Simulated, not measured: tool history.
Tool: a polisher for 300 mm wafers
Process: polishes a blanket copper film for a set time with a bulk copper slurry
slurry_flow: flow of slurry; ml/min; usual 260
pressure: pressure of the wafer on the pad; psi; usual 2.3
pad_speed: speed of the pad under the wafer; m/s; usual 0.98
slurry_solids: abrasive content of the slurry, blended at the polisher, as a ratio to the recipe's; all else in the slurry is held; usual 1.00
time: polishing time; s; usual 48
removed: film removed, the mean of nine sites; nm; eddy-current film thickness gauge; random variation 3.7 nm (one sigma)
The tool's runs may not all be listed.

| run | day | slurry_flow | pressure | pad_speed | slurry_solids | time | incoming thickness of the incoming film, nm | removed |
|---|---|---|---|---|---|---|---|---|
| 1 | 0.000 | 260 | 2.3 | 0.98 | 1.20 | 48 | 2099.8 | 349.2 |
| 2 | 0.417 | 260 | 2.3 | 0.98 | 1.00 | 48 | 2096.0 | 322.2 |
| 3 | 1.138 | 260 | 2.3 | 0.98 | 1.00 | 48 | 2117.2 | 315.7 |
| 4 | 1.858 | 260 | 2.3 | 0.98 | 1.00 | 48 | 2075.3 | 319.1 |
| 5 | 2.254 | 260 | 2.3 | 0.98 | 1.00 | 48 | 2105.1 | 325.3 |
| 6 | 2.588 | 260 | 2.3 | 0.98 | 1.00 | 48 | 2126.5 | 313.3 |
|  | 3.050 | head pressure recalibrated |
| 7 | 3.188 | 260 | 2.3 | 0.98 | 1.00 | 52 | 2080.4 | 335.0 |
| 8 | 3.446 | 260 | 2.3 | 0.98 | 1.00 | 52 | 2072.8 | 332.1 |
| 9 | 3.950 | 260 | 2.3 | 0.98 | 1.00 | 52 | 2063.5 | 328.3 |
|  | 4.029 | slurry nozzle cleaned |
| 10 | 4.258 | 320 | 2.0 | 1.28 | 1.00 | 56 | 2092.0 | 395.5 |
| 11 | 4.850 | 350 | 2.3 | 0.88 | 0.85 | 32 | 2078.9 | 170.8 |
| 12 | 5.358 | 260 | 2.3 | 0.98 | 1.00 | 42 | 2085.7 | 254.9 |
|  | 6.017 | worn pad replaced by a new one |
| 13 | 6.038 | 175 | 2.3 | 0.66 | 1.00 | 48 | 2075.6 | 220.4 |
|  | 6.196 | slurry blender recalibrated |
| 14 | 7.692 | 260 | 2.3 | 0.98 | 1.00 | 43 | 2096.9 | 286.8 |
| 15 | 7.971 | 230 | 1.9 | 0.98 | 1.00 | 34 | 2116.4 | 187.0 |
| 16 | 8.467 | 260 | 2.3 | 0.98 | 1.00 | 48 | 2092.9 | 309.5 |
| 17 | 8.938 | 260 | 2.3 | 0.98 | 1.00 | 52 | 2079.2 | 335.8 |
| 18 | 9.433 | 285 | 2.3 | 1.30 | 1.00 | 48 | 2055.3 | 407.6 |
| 19 | 9.838 | 305 | 2.3 | 0.78 | 1.00 | 56 | 2123.3 | 297.2 |

5 ways to go on from here, each from the tool as it stands after run 19. What would each give?
| A | 9.854 | 260 | 2.3 | 0.78 | 1.00 | 48 | 2095.4 | ? |
| B | 9.854 | 305 | 1.9 | 0.98 | 1.00 | 48 | 2095.4 | ? |
| C | 9.854 | 260 | 2.3 | 0.98 | 1.15 | 62 | 2095.4 | ? |
| D | 9.854 | 260 | 2.1 | 0.90 | 0.80 | 59 | 2095.4 | ? |
| E | 9.854 | 225 | 2.3 | 0.98 | 1.25 | 38 | 2095.4 | ? |

| run | removed |
|---|---|
| A | 247.9 |
| B | 254.0 |
| C | 412.8 |
| D | 289.9 |
| E | 257.6 |
Without the tool's hidden state the same runs would have given:
| run | removed |
|---|---|
| A | 264.1 |
| B | 270.6 |
| C | 439.8 |
| D | 308.8 |
| E | 274.5 |
